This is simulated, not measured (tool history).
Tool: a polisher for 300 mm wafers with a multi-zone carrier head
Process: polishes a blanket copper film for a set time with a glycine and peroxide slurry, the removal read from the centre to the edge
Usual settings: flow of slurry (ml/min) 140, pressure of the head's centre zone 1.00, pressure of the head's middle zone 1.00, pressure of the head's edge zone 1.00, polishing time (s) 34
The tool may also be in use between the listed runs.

| run | hour | flow of slurry (ml/min) | pressure of the head's centre zone | pressure of the head's middle zone | pressure of the head's edge zone | polishing time (s) | incoming thickness of the incoming film, nm | film removed at the wafer's centre (nm) | film removed at mid-radius (nm) | film removed at the wafer's edge (nm) |
|---|---|---|---|---|---|---|---|---|---|---|
| 1 | 0.0 | 140 | 1.00 | 1.00 | 1.00 | 34 | 1873.8 | 168.6 | 164.0 | 166.1 |
| 2 | 66.0 | 140 | 1.00 | 1.00 | 1.00 | 34 | 1884.7 | 166.0 | 165.2 | 170.0 |
| 3 | 159.1 | 140 | 1.00 | 1.00 | 1.00 | 34 | 1839.0 | 168.3 | 165.2 | 168.2 |
| 4 | 230.3 | 140 | 1.00 | 1.00 | 1.00 | 34 | 1858.1 | 169.1 | 163.5 | 169.7 |
| 5 | 337.6 | 140 | 1.00 | 1.00 | 0.97 | 34 | 1897.7 | 168.8 | 166.1 | 168.7 |
| 6 | 416.4 | 125 | 1.00 | 1.00 | 1.00 | 29 | 1824.5 | 137.9 | 136.6 | 140.5 |
| 7 | 511.0 | 140 | 1.00 | 1.00 | 1.00 | 29 | 1829.2 | 143.2 | 142.7 | 143.1 |
| 8 | 569.3 | 165 | 1.04 | 1.00 | 1.00 | 34 | 1844.3 | 180.5 | 171.4 | 175.1 |
| 9 | 639.3 | 140 | 1.00 | 1.00 | 0.95 | 34 | 1870.4 | 167.3 | 164.4 | 168.6 |
| 10 | 703.4 | 155 | 0.92 | 0.94 | 1.00 | 34 | 1873.5 | 158.2 | 161.1 | 171.7 |
| 11 | 788.8 | 120 | 1.00 | 1.03 | 1.00 | 44 | 1878.3 | 208.2 | 212.1 | 215.1 |
| 12 | 850.1 | 140 | 1.00 | 1.00 | 1.00 | 34 | 1821.6 | 169.4 | 166.6 | 170.9 |
| 13 | 940.9 | 140 | 1.00 | 0.93 | 1.00 | 34 | 1837.7 | 164.8 | 157.3 | 169.4 |
| 14 | 998.8 | 140 | 1.00 | 1.00 | 1.00 | 39 | 1873.5 | 192.0 | 190.1 | 195.1 |
| 15 | 1085.7 | 140 | 0.93 | 1.05 | 1.00 | 24 | 1879.8 | 111.5 | 122.6 | 119.3 |
| 16 | 1184.1 | 120 | 1.00 | 1.03 | 1.00 | 44 | 1874.7 | 208.4 | 213.9 | 213.6 |
| 17 | 1227.8 | 180 | 1.00 | 1.00 | 1.00 | 34 | 1880.4 | 174.6 | 175.7 | 177.2 |
| 18 | 1305.7 | 140 | 1.00 | 1.00 | 1.00 | 34 | 1860.3 | 166.4 | 165.4 | 168.5 |
| 19 | 1413.4 | 140 | 1.00 | 1.04 | 1.05 | 34 | 1877.3 | 166.9 | 172.3 | 171.4 |

Taken out of this log: 14 entries between the listed runs. Where each belongs, and how the hidden state differs across it:
Between runs 3 and 4: worn pad replaced by a new one (hour 220.4)
  no hidden state differs between the two runs
Between runs 4 and 5: slurry nozzle cleaned (hour 312.9)
  no hidden state differs between the two runs
Between runs 5 and 6: carrier head's membrane replaced by a new one (hour 358.9)
  no hidden state differs between the two runs
Between runs 7 and 8: worn pad replaced by a new one (hour 539.3); slurry nozzle cleaned (hour 568.2)
  no hidden state differs between the two runs
Between runs 9 and 10: edge zone pressure recalibrated (hour 701.0)
  no hidden state differs between the two runs
Between runs 10 and 11: centre zone pressure recalibrated (hour 745.2)
  no hidden state differs between the two runs
Between runs 11 and 12: slurry nozzle cleaned (hour 817.7); worn pad replaced by a new one (hour 822.1)
  no hidden state differs between the two runs
Between runs 14 and 15: slurry nozzle cleaned (hour 1071.8)
  no hidden state differs between the two runs
Between runs 15 and 16: worn pad replaced by a new one (hour 1097.3); carrier head's membrane replaced by a new one (hour 1117.0)
  no hidden state differs between the two runs
Between runs 18 and 19: slurry nozzle cleaned (hour 1355.7); worn pad replaced by a new one (hour 1407.5)
  no hidden state differs between the two runs

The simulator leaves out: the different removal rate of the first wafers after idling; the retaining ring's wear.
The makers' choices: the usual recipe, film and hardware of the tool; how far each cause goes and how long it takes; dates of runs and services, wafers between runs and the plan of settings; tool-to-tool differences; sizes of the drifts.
